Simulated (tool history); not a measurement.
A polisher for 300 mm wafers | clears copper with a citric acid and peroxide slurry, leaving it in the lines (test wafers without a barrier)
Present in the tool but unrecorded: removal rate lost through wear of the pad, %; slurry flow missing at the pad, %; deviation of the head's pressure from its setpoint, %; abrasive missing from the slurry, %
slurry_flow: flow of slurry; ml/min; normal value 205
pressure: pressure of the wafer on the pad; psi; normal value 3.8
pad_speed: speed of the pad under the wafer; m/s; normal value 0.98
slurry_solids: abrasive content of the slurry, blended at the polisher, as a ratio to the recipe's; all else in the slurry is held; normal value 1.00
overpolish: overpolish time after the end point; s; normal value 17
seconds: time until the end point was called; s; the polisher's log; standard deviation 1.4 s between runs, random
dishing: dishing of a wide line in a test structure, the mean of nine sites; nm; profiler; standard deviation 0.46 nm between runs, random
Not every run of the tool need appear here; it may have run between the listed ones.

run,day,slurry_flow,pressure,pad_speed,slurry_solids,overpolish,wafers since the last listed run,wafers polished on this pad,hours since the slurry nozzle was cleaned,hours since the head pressure was calibrated,hours since the slurry blender was calibrated,"incoming thickness of the incoming film, nm",seconds,dishing
1,0.000,175,3.8,0.98,1.00,17,0,2521,301.9,26.0,361.3,268.9,114.1,29.3
2,5.596,205,3.8,0.98,1.00,17,1177,3698,436.2,160.3,495.6,272.3,116.1,28.7
3,9.708,205,3.8,0.98,1.00,17,865,4563,534.9,259.0,594.3,264.6,114.5,28.9
# day 12.033: slurry blender recalibrated
4,12.054,205,3.8,0.98,1.00,17,475,5039,591.2,315.3,0.5,271.3,108.9,30.5
5,15.342,205,3.3,1.06,1.00,17,691,5730,670.1,394.2,79.4,271.5,114.9,29.8
6,19.596,205,4.9,0.68,1.00,17,894,6625,772.2,496.3,181.5,269.2,138.2,25.2
# day 20.929: slurry nozzle cleaned
7,21.625,270,3.8,0.98,1.15,17,418,7044,16.7,545.0,230.2,268.6,109.2,31.1
# day 22.733: worn pad replaced by a new one
8,25.821,205,3.8,1.12,1.10,14,847,649,117.4,645.7,330.9,268.8,88.3,31.6
# day 28.188: head pressure recalibrated
9,37.792,205,3.8,0.90,1.15,25,2500,3150,404.7,230.5,618.2,271.7,117.4,39.3
10,40.004,205,3.8,1.20,1.00,17,465,3615,457.8,283.6,671.3,268.4,93.3,35.4
11,43.325,175,3.8,0.98,1.00,17,698,4314,537.5,363.3,751.0,266.4,116.1,29.0
12,44.925,205,3.8,0.98,1.00,17,336,4650,575.9,401.7,789.4,268.4,114.6,29.3
# day 46.092: slurry blender recalibrated
13,48.338,205,3.4,0.98,1.00,27,700,5351,657.8,483.6,53.9,270.0,116.9,44.1
14,50.408,165,3.8,1.30,1.10,10,435,5786,707.5,533.3,103.6,270.4,83.3,25.3
15,52.279,170,3.2,1.10,1.00,17,393,6180,752.4,578.2,148.5,268.8,107.5,30.9
# day 52.483: slurry nozzle cleaned
# day 53.029: worn pad replaced by a new one
16,55.196,205,3.8,0.98,1.00,17,569,455,65.1,648.2,218.5,273.6,101.5,33.4
17,57.908,205,3.8,0.98,1.00,17,570,1026,130.2,713.3,283.6,267.1,102.2,32.3
18,61.354,145,4.9,1.14,1.10,17,724,1751,212.9,796.0,366.3,272.9,79.2,40.9

Run 19 comes next. What will it give?
# day 61.454: head pressure recalibrated
19,71.979,225,3.8,0.98,1.10,7,2217,3968,467.9,252.6,621.3,270.0,?,?

For run 19 the tool returned seconds 109.5 s, dishing 13.8 nm.
Were there no unlogged condition in the tool, this run, its random variation unchanged, would have produced seconds 93.2 s, dishing 16.1 nm.

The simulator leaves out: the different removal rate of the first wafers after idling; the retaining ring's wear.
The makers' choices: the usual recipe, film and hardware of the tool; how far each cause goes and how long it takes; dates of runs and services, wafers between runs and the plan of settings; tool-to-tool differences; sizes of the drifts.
